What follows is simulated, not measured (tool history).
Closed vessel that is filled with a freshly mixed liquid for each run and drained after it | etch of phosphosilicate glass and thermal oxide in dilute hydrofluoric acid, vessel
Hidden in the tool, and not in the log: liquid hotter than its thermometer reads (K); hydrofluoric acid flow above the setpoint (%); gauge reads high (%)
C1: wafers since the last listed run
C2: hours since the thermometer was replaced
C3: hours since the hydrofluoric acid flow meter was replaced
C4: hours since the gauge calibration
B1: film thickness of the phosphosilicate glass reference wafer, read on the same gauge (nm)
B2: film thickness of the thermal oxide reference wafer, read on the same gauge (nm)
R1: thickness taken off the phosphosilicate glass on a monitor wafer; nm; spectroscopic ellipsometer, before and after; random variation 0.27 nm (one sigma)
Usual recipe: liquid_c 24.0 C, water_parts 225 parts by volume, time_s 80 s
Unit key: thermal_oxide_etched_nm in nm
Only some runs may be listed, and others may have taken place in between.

Run 1, hour 0.0: usual settings but liquid_c 21.0 C; C1 0; C2 138.2; C3 125.6; C4 4.5; B1 130.05; B2 109.977. Result: R1 29.05 nm, thermal_oxide_etched_nm 1.363 nm.
Run 2, hour 73.8: usual settings but liquid_c 25.5 C, time_s 95 s; C1 8694; C2 212.0; C3 199.4; C4 78.3; B1 130.04; B2 109.994. Result: R1 41.00 nm, thermal_oxide_etched_nm 1.910 nm.
Run 3, hour 179.3: usual settings but liquid_c 25.5 C, time_s 95 s; C1 12428; C2 317.5; C3 304.9; C4 183.8; B1 129.98; B2 110.020. Result: R1 41.58 nm, thermal_oxide_etched_nm 1.926 nm.
Run 4, hour 251.6: usual settings but time_s 95 s; C1 8517; C2 389.8; C3 377.2; C4 256.1; B1 130.01; B2 110.004. Result: R1 38.50 nm, thermal_oxide_etched_nm 1.880 nm.
Run 5, hour 353.7: usual settings but time_s 95 s; C1 12028; C2 491.9; C3 479.3; C4 358.2; B1 130.03; B2 109.981. Result: R1 39.61 nm, thermal_oxide_etched_nm 1.872 nm.
Run 6, hour 415.7: usual settings but time_s 95 s; C1 7304; C2 553.9; C3 541.3; C4 420.2; B1 130.00; B2 110.025. Result: R1 39.43 nm, thermal_oxide_etched_nm 1.902 nm.
Run 7, hour 486.4: usual settings but time_s 60 s; C1 8329; C2 624.6; C3 612.0; C4 490.9; B1 129.98; B2 110.017. Result: R1 25.45 nm, thermal_oxide_etched_nm 1.242 nm.
At hour 573.1: thermometer replaced.
Run 8, hour 580.7: usual settings; C1 10991; C2 7.6; C3 706.3; C4 585.2; B1 129.99; B2 109.993. Result: R1 31.56 nm, thermal_oxide_etched_nm 1.500 nm.
Run 9, hour 654.3: usual settings; C1 8670; C2 81.2; C3 779.9; C4 658.8; B1 130.03; B2 109.988. Result: R1 32.00 nm, thermal_oxide_etched_nm 1.482 nm.
At hour 682.6: gauge calibrated.
Run 10, hour 746.5: usual settings but liquid_c 25.5 C; C1 10861; C2 173.4; C3 872.1; C4 63.9; B1 130.02; B2 109.994. Result: R1 34.21 nm, thermal_oxide_etched_nm 1.582 nm.
At hour 809.8: hydrofluoric acid flow meter replaced.
Run 11, hour 838.1: usual settings but liquid_c 27.5 C; C1 10673; C2 265.0; C3 28.3; C4 155.5; B1 130.01; B2 110.027. Result: R1 36.68 nm, thermal_oxide_etched_nm 1.743 nm.
Run 12, hour 928.4: usual settings but time_s 55 s; C1 10638; C2 355.3; C3 118.6; C4 245.8; B1 130.01; B2 110.002. Result: R1 22.33 nm, thermal_oxide_etched_nm 1.009 nm.
Run 13, hour 1019.6: usual settings but liquid_c 26.5 C, water_parts 325 parts by volume, time_s 125 s; C1 10744; C2 446.5; C3 209.8; C4 337.0; B1 129.99; B2 110.031. Result: R1 35.51 nm, thermal_oxide_etched_nm 1.642 nm.
Run 14, hour 1122.5: usual settings but liquid_c 26.5 C, water_parts 185 parts by volume, time_s 95 s; C1 12122; C2 549.4; C3 312.7; C4 439.9; B1 129.97; B2 109.986. Result: R1 55.64 nm, thermal_oxide_etched_nm 2.581 nm.
At hour 1166.6: thermometer replaced.
Run 15, hour 1180.3: usual settings but liquid_c 28.0 C, water_parts 160 parts by volume, time_s 55 s; C1 6691; C2 13.7; C3 370.5; C4 497.7; B1 130.00; B2 110.004. Result: R1 37.75 nm, thermal_oxide_etched_nm 1.727 nm.

Below, some changes in R1 between adjacent runs. For each, the amount present without the hidden state too (settings, incoming material, random variation) and the amount remaining for the hidden state with gauge scatter not shared by both compared results:
Run 13 -> 14: water_parts 325 -> 185, time_s 125 -> 95. R1 +20.13 nm: hidden state +1.88, all else +18.25.
Run 14 -> 15: liquid_c 26.5 -> 28.0, water_parts 185 -> 160, time_s 95 -> 55, thermometer replaced. R1 -17.89 nm: hidden state -3.27, all else -14.62.

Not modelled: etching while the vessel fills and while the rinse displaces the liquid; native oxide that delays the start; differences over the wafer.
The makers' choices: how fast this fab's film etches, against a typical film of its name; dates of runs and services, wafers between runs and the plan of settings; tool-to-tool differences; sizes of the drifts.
